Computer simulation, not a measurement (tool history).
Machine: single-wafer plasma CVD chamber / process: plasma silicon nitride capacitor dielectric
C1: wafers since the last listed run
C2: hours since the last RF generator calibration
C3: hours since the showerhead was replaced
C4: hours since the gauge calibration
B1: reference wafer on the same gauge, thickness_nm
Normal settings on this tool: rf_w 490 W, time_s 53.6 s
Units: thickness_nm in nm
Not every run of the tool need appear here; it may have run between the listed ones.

run 1 day=0.000 | rf_w=490 time_s=53.6 | C1=0 C2=14.1 C3=4284.0 C4=533.0 | B1=64.853 | thickness_nm=78.228
run 2 day=3.062 | rf_w=490 time_s=53.6 | C1=1688 C2=87.6 C3=4357.5 C4=606.5 | B1=64.832 | thickness_nm=77.897
run 3 day=6.983 | rf_w=465 time_s=53.6 | C1=2162 C2=181.7 C3=4451.6 C4=700.6 | B1=64.744 | thickness_nm=76.501
run 4 day=10.592 | rf_w=465 time_s=53.6 | C1=1989 C2=268.3 C3=4538.2 C4=787.2 | B1=64.791 | thickness_nm=76.305
run 5 day=12.138 | rf_w=465 time_s=53.6 | C1=852 C2=305.4 C3=4575.3 C4=824.3 | B1=64.751 | thickness_nm=76.502
run 6 day=15.017 | rf_w=490 time_s=53.6 | C1=1587 C2=374.5 C3=4644.4 C4=893.4 | B1=64.795 | thickness_nm=77.742
run 7 day=16.650 | rf_w=490 time_s=53.6 | C1=900 C2=413.7 C3=4683.6 C4=932.6 | B1=64.811 | thickness_nm=77.718
run 8 day=20.883 | rf_w=490 time_s=53.6 | C1=2334 C2=515.3 C3=4785.2 C4=1034.2 | B1=64.776 | thickness_nm=77.416
run 9 day=22.921 | rf_w=490 time_s=53.6 | C1=1123 C2=564.2 C3=4834.1 C4=1083.1 | B1=64.811 | thickness_nm=77.259
run 10 day=25.396 | rf_w=490 time_s=53.6 | C1=1364 C2=623.6 C3=4893.5 C4=1142.5 | B1=64.774 | thickness_nm=77.186
run 11 day=27.971 | rf_w=515 time_s=58.9 | C1=1420 C2=685.4 C3=4955.3 C4=1204.3 | B1=64.834 | thickness_nm=85.603
run 12 day=30.112 | rf_w=515 time_s=58.9 | C1=1181 C2=736.8 C3=5006.7 C4=1255.7 | B1=64.785 | thickness_nm=85.776
-- day=31.788 gauge calibrated
run 13 day=32.442 | rf_w=515 time_s=58.9 | C1=1284 C2=792.7 C3=5062.6 C4=15.7 | B1=64.791 | thickness_nm=85.672
run 14 day=35.471 | rf_w=490 time_s=53.6 | C1=1670 C2=865.4 C3=5135.3 C4=88.4 | B1=64.829 | thickness_nm=76.096
run 15 day=38.317 | rf_w=490 time_s=53.6 | C1=1569 C2=933.7 C3=5203.6 C4=156.7 | B1=64.756 | thickness_nm=75.667
-- day=40.571 RF generator calibrated
run 16 day=41.333 | rf_w=490 time_s=53.6 | C1=1479 C2=18.3 C3=5276.0 C4=229.1 | B1=64.830 | thickness_nm=78.253
run 17 day=43.033 | rf_w=535 time_s=53.6 | C1=937 C2=59.1 C3=5316.8 C4=269.9 | B1=64.776 | thickness_nm=80.628
run 18 day=45.650 | rf_w=490 time_s=53.6 | C1=1442 C2=121.9 C3=5379.6 C4=332.7 | B1=64.744 | thickness_nm=77.696
run 19 day=49.967 | rf_w=575 time_s=48.5 | C1=2380 C2=225.5 C3=5483.2 C4=436.3 | B1=64.792 | thickness_nm=74.743
-- day=50.438 showerhead replaced, of another model than before
run 20 day=54.262 | rf_w=430 time_s=57.8 | C1=2185 C2=328.6 C3=91.8 C4=539.4 | B1=64.779 | thickness_nm=82.062
run 21 day=64.229 | rf_w=520 time_s=53.6 | C1=5496 C2=567.8 C3=331.0 C4=778.6 | B1=64.817 | thickness_nm=78.439
run 22 day=67.342 | rf_w=530 time_s=48.9 | C1=1716 C2=642.5 C3=405.7 C4=853.3 | B1=64.770 | thickness_nm=71.944
run 23 day=71.388 | rf_w=490 time_s=53.6 | C1=2231 C2=739.6 C3=502.8 C4=950.4 | B1=64.795 | thickness_nm=77.143
run 24 day=73.988 | rf_w=530 time_s=48.9 | C1=1433 C2=802.0 C3=565.2 C4=1012.8 | B1=64.820 | thickness_nm=71.553
run 25 day=78.129 | rf_w=440 time_s=45.9 | C1=2283 C2=901.4 C3=664.6 C4=1112.2 | B1=64.761 | thickness_nm=64.169
-- day=81.108 gauge calibrated
run 26 day=81.771 | rf_w=545 time_s=53.6 | C1=2008 C2=988.8 C3=752.0 C4=15.9 | B1=64.806 | thickness_nm=78.379
-- day=83.175 RF generator calibrated
run 27 day=84.046 | rf_w=420 time_s=63.9 | C1=1070 C2=20.9 C3=806.6 C4=70.5 | B1=64.772 | thickness_nm=89.698
run 28 day=88.046 | rf_w=490 time_s=53.6 | C1=2205 C2=116.9 C3=902.6 C4=166.5 | B1=64.768 | thickness_nm=77.886
run 29 day=90.167 | rf_w=555 time_s=53.6 | C1=1169 C2=167.8 C3=953.5 C4=217.4 | B1=64.794 | thickness_nm=80.050
run 30 day=93.192 | rf_w=405 time_s=53.6 | C1=1668 C2=240.4 C3=1026.1 C4=290.0 | B1=64.794 | thickness_nm=75.004

Branching from run 30: 3 alternative next runs. What would each branch give?
run A day=93.208 | rf_w=425 time_s=53.6 | C1=9 C2=240.8 C3=1026.5 C4=290.4 | B1=? | thickness_nm=?
run B day=93.208 | rf_w=575 time_s=43.9 | C1=9 C2=240.8 C3=1026.5 C4=290.4 | B1=? | thickness_nm=?
run C day=93.208 | rf_w=490 time_s=58.6 | C1=9 C2=240.8 C3=1026.5 C4=290.4 | B1=? | thickness_nm=?

run=A B1=64.783 thickness_nm=75.445
run=B B1=64.783 thickness_nm=65.873
run=C B1=64.783 thickness_nm=84.944
The same runs, with their run-to-run variation unchanged, on a tool lacking any hidden condition would have given:
run=A thickness_nm=75.560
run=B thickness_nm=65.973
run=C thickness_nm=85.074
